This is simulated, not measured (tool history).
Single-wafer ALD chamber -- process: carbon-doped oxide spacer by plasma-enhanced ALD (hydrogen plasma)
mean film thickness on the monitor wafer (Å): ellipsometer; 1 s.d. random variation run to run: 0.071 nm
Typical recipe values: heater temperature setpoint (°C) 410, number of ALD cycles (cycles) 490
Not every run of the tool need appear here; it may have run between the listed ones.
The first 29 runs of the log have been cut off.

run    hour  heater temperature setpoint (°C)  number of ALD cycles (cycles)  read-back reference wafer on the same gauge, thickness_nm  mean film thickness on the monitor wafer (Å)
      820.3  -- thermocouple changed; heater temperature recalibrated
 30   856.0                               402                            443                                                     26.308                                        221.78
 31   877.0                               402                            462                                                     26.313                                        232.76
 32   895.1                               399                            490                                                     26.294                                        248.05
 33   907.2                               414                            490                                                     26.308                                        236.02
 34   972.5                               410                            490                                                     26.302                                        240.80
 35   986.6                               410                            431                                                     26.280                                        211.45
 36  1053.7                               410                            524                                                     26.311                                        257.74
 37  1085.1                               410                            490                                                     26.282                                        239.30
 38  1109.7                               419                            460                                                     26.300                                        219.19
 39  1141.7                               399                            417                                                     26.293                                        210.67
 40  1156.4                               417                            490                                                     26.311                                        233.45
 41  1179.1                               410                            490                                                     26.304                                        240.08
 42  1206.1                               416                            409                                                     26.299                                        197.21
 43  1235.7                               410                            490                                                     26.315                                        240.96
 44  1251.1                               410                            490                                                     26.299                                        240.49
 45  1272.1                               410                            490                                                     26.292                                        240.95

Predict each of these 5 candidate next runs independently; none follows another, all start after run 45:
  A  1273.2                               410                            578                                                          ?                                             ?
  B  1273.2                               410                            417                                                          ?                                             ?
  C  1273.2                               410                            416                                                          ?                                             ?
  D  1273.2                               398                            408                                                          ?                                             ?
  E  1273.2                               406                            490                                                          ?                                             ?

run  read-back reference wafer on the same gauge, thickness_nm  mean film thickness on the monitor wafer (Å)
  A                                                     26.313                                        283.81
  B                                                     26.313                                        204.76
  C                                                     26.313                                        204.27
  D                                                     26.313                                        205.42
  E                                                     26.313                                        243.98
Had the tool no hidden state, the same runs would have come out as:
run  mean film thickness on the monitor wafer (Å)
  A                                        282.28
  B                                        203.65
  C                                        203.16
  D                                        205.42
  E                                        242.68
